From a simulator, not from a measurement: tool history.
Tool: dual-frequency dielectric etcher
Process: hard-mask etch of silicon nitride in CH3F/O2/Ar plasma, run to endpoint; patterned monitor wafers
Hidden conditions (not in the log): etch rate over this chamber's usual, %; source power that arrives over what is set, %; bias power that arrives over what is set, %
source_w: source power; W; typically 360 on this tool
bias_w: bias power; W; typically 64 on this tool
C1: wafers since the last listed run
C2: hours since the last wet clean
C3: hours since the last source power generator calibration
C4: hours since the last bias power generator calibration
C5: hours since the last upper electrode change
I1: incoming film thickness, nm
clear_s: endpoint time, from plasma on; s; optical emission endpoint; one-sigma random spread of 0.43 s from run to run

{"run": 1, "hour": 0.0, "source_w": 360, "bias_w": 64, "C1": 0, "C2": 91.9, "C3": 3515.5, "C4": 3206.3, "C5": 4858, "I1": 42.71, "clear_s": 59.8}
{"run": 2, "hour": 46.6, "source_w": 360, "bias_w": 64, "C1": 664, "C2": 138.5, "C3": 3562.1, "C4": 3252.9, "C5": 4904.6, "I1": 42.33, "clear_s": 59.1}
{"run": 3, "hour": 112.1, "source_w": 360, "bias_w": 64, "C1": 934, "C2": 204, "C3": 3627.6, "C4": 3318.4, "C5": 4970.1, "I1": 42.44, "clear_s": 60.2}
{"run": 4, "hour": 156.0, "source_w": 360, "bias_w": 64, "C1": 626, "C2": 247.9, "C3": 3671.5, "C4": 3362.3, "C5": 5014, "I1": 42.53, "clear_s": 60}
{"run": 5, "hour": 246.6, "source_w": 360, "bias_w": 64, "C1": 1292, "C2": 338.5, "C3": 3762.1, "C4": 3452.9, "C5": 5104.6, "I1": 42.64, "clear_s": 60.2}
{"run": 6, "hour": 314.4, "source_w": 360, "bias_w": 64, "C1": 967, "C2": 406.3, "C3": 3829.9, "C4": 3520.7, "C5": 5172.4, "I1": 43.02, "clear_s": 62.2}
{"run": 7, "hour": 372.3, "source_w": 360, "bias_w": 64, "C1": 826, "C2": 464.2, "C3": 3887.8, "C4": 3578.6, "C5": 5230.3, "I1": 42.48, "clear_s": 60.9}
{"hour": 421.5, "done": "source power generator calibrated"}
{"run": 8, "hour": 469.4, "source_w": 360, "bias_w": 70, "C1": 1328, "C2": 561.3, "C3": 47.9, "C4": 3675.7, "C5": 5327.4, "I1": 42.86, "clear_s": 60.5}
{"hour": 507.8, "done": "wet clean of the chamber"}
{"run": 9, "hour": 511.4, "source_w": 360, "bias_w": 78, "C1": 256, "C2": 3.6, "C3": 89.9, "C4": 3717.7, "C5": 5369.4, "I1": 42.29, "clear_s": 55.8}
{"hour": 570.1, "done": "bias power generator calibrated"}
{"run": 10, "hour": 603.7, "source_w": 360, "bias_w": 64, "C1": 1259, "C2": 95.9, "C3": 182.2, "C4": 33.6, "C5": 5461.7, "I1": 42.77, "clear_s": 60.5}
{"run": 11, "hour": 676.2, "source_w": 290, "bias_w": 54, "C1": 1034, "C2": 168.4, "C3": 254.7, "C4": 106.1, "C5": 5534.2, "I1": 42.46, "clear_s": 66.8}
{"run": 12, "hour": 721.0, "source_w": 360, "bias_w": 64, "C1": 639, "C2": 213.2, "C3": 299.5, "C4": 150.9, "C5": 5579, "I1": 43.08, "clear_s": 60.4}
{"run": 13, "hour": 789.0, "source_w": 440, "bias_w": 49, "C1": 970, "C2": 281.2, "C3": 367.5, "C4": 218.9, "C5": 5647, "I1": 42.89, "clear_s": 59.1}
{"hour": 836.2, "done": "upper electrode replaced"}
{"run": 14, "hour": 1066.9, "source_w": 290, "bias_w": 53, "C1": 3622, "C2": 559.1, "C3": 645.4, "C4": 496.8, "C5": 230.7, "I1": 42.74, "clear_s": 69}

Here are 3 independent what-if runs from the current tool condition. What would each one return?
{"run": "A", "hour": 1067.3, "source_w": 360, "bias_w": 64, "C1": 5, "C2": 559.5, "C3": 645.8, "C4": 497.2, "C5": 231.1, "I1": 42.94, "clear_s": "?"}
{"run": "B", "hour": 1067.3, "source_w": 320, "bias_w": 80, "C1": 5, "C2": 559.5, "C3": 645.8, "C4": 497.2, "C5": 231.1, "I1": 42.94, "clear_s": "?"}
{"run": "C", "hour": 1067.3, "source_w": 290, "bias_w": 52, "C1": 5, "C2": 559.5, "C3": 645.8, "C4": 497.2, "C5": 231.1, "I1": 42.94, "clear_s": "?"}

run=A clear_s=61.8
run=B clear_s=61.4
run=C clear_s=69.7
With no hidden state in the tool, these same runs would have given:
run=A clear_s=59.5
run=B clear_s=59.1
run=C clear_s=67.1

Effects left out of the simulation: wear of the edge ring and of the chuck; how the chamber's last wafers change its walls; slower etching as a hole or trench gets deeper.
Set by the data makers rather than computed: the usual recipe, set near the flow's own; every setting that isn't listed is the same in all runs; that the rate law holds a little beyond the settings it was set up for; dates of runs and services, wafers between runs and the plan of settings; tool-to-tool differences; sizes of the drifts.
